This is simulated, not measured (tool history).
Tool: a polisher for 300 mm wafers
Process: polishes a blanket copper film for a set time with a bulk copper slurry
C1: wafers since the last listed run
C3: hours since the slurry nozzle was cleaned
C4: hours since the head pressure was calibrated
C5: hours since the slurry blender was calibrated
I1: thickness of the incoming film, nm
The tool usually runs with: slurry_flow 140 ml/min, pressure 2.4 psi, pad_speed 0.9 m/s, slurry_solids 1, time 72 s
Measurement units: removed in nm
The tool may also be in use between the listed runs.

Run 1, hour 0: usual settings; C1 0; wafers polished on this pad 13; C3 237.3; C4 884.1; C5 41.9; I1 4596.1. Result: removed 502.5 nm.
Run 2, hour 24.5: usual settings; C1 229; wafers polished on this pad 243; C3 261.8; C4 908.6; C5 66.4; I1 4568.8. Result: removed 509.6 nm.
Run 3, hour 49.8: usual settings; C1 237; wafers polished on this pad 480; C3 287.1; C4 933.9; C5 91.7; I1 4502.8. Result: removed 504.8 nm.
Run 4, hour 63.3: usual settings but time 53 s; C1 126; wafers polished on this pad 607; C3 300.6; C4 947.4; C5 105.2; I1 4571.1. Result: removed 373.3 nm.
At hour 84.7: slurry blender recalibrated.
Run 5, hour 90.3: usual settings but time 53 s; C1 234; wafers polished on this pad 841; C3 327.6; C4 974.4; C5 5.6; I1 4592.8. Result: removed 380 nm.
At hour 120.3: worn pad replaced by a new one.
Run 6, hour 123.1: usual settings but time 53 s; C1 269; wafers polished on this pad 25; C3 360.4; C4 1007.2; C5 38.4; I1 4556.2. Result: removed 366.6 nm.
Run 7, hour 141.9: usual settings but pressure 2.9 psi, slurry_solids 0.95; C1 176; wafers polished on this pad 201; C3 379.2; C4 1026; C5 57.2; I1 4560.8. Result: removed 604.9 nm.
At hour 173.1: slurry nozzle cleaned.
Run 8, hour 173.6: usual settings but slurry_solids 1.1; C1 287; wafers polished on this pad 489; C3 0.5; C4 1057.7; C5 88.9; I1 4558.4. Result: removed 526.4 nm.
Run 9, hour 187.2: usual settings but slurry_solids 1.1; C1 127; wafers polished on this pad 617; C3 14.1; C4 1071.3; C5 102.5; I1 4548.2. Result: removed 524.8 nm.
At hour 194.2: head pressure recalibrated.
Run 10, hour 204.9: usual settings but slurry_solids 1.15; C1 147; wafers polished on this pad 764; C3 31.8; C4 10.7; C5 120.2; I1 4526.7. Result: removed 466.9 nm.
At hour 224.3: slurry blender recalibrated.
Run 11, hour 224.9: usual settings but pressure 2.8 psi; C1 168; wafers polished on this pad 932; C3 51.8; C4 30.7; C5 0.6; I1 4498.8. Result: removed 531.5 nm.
At hour 236.8: worn pad replaced by a new one.
Run 12, hour 241.1: usual settings but slurry_flow 110 ml/min, pressure 2.9 psi, pad_speed 1.18 m/s; C1 114; wafers polished on this pad 39; C3 68; C4 46.9; C5 16.8; I1 4553.9. Result: removed 682.8 nm.
Run 13, hour 276.5: usual settings but pressure 3.1 psi, pad_speed 1.04 m/s, time 54 s; C1 331; wafers polished on this pad 371; C3 103.4; C4 82.3; C5 52.2; I1 4469.5. Result: removed 509.4 nm.
Run 14, hour 296.5: usual settings but slurry_flow 175 ml/min, time 79 s; C1 187; wafers polished on this pad 559; C3 123.4; C4 102.3; C5 72.2; I1 4561.7. Result: removed 519.2 nm.
Run 15, hour 312.8: usual settings but slurry_flow 90 ml/min, time 65 s; C1 152; wafers polished on this pad 711; C3 139.7; C4 118.6; C5 88.5; I1 4542.3. Result: removed 392 nm.
Run 16, hour 326.3: usual settings but slurry_flow 100 ml/min, pad_speed 1.06 m/s, slurry_solids 1.2, time 58 s; C1 126; wafers polished on this pad 838; C3 153.2; C4 132.1; C5 102; I1 4547.5. Result: removed 444 nm.
Run 17, hour 342.4: usual settings but pressure 1.9 psi, pad_speed 1 m/s, slurry_solids 1.25, time 80 s; C1 150; wafers polished on this pad 989; C3 169.3; C4 148.2; C5 118.1; I1 4609. Result: removed 496.1 nm.
At hour 370.2: slurry blender recalibrated.
Run 18, hour 371.8: usual settings but slurry_flow 175 ml/min, time 79 s; C1 256; wafers polished on this pad 1245; C3 198.7; C4 177.6; C5 1.6; I1 4479.5. Result: removed 529.9 nm.
At hour 380.2: worn pad replaced by a new one.
Run 19, hour 386.4: usual settings but slurry_flow 105 ml/min, pad_speed 1.04 m/s; C1 99; wafers polished on this pad 57; C3 213.3; C4 192.2; C5 16.2; I1 4623.6. Result: removed 525.4 nm.
Run 20, hour 420.1: usual settings; C1 315; wafers polished on this pad 373; C3 247; C4 225.9; C5 49.9; I1 4564.5. Result: removed 466.7 nm.
Run 21, hour 450.4: usual settings; C1 283; wafers polished on this pad 657; C3 277.3; C4 256.2; C5 80.2; I1 4468. Result: removed 470.4 nm.
Run 22, hour 467.5: usual settings but slurry_flow 105 ml/min; C1 160; wafers polished on this pad 817; C3 294.4; C4 273.3; C5 97.3; I1 4525. Result: removed 454.4 nm.

Same runs, no hidden state in the tool, same run-to-run variation:
Hidden state present: removal rate lost through wear of the pad, %; slurry flow missing at the pad, %; deviation of the head's pressure from its setpoint, %; abrasive missing from the slurry, %.
run  removed
  1    442.8
  2    448.9
  3    444.3
  4    328.4
  5    334.2
  6    322.2
  7    531.4
  8    462.2
  9    460.7
 10      466
 11    527.4
 12    674.5
 13    498.7
 14    505.9
 15    380.5
 16    429.8
 17    478.6
 18    508.3
 19    502.6
 20      444
 21    445.3
 22    429.1
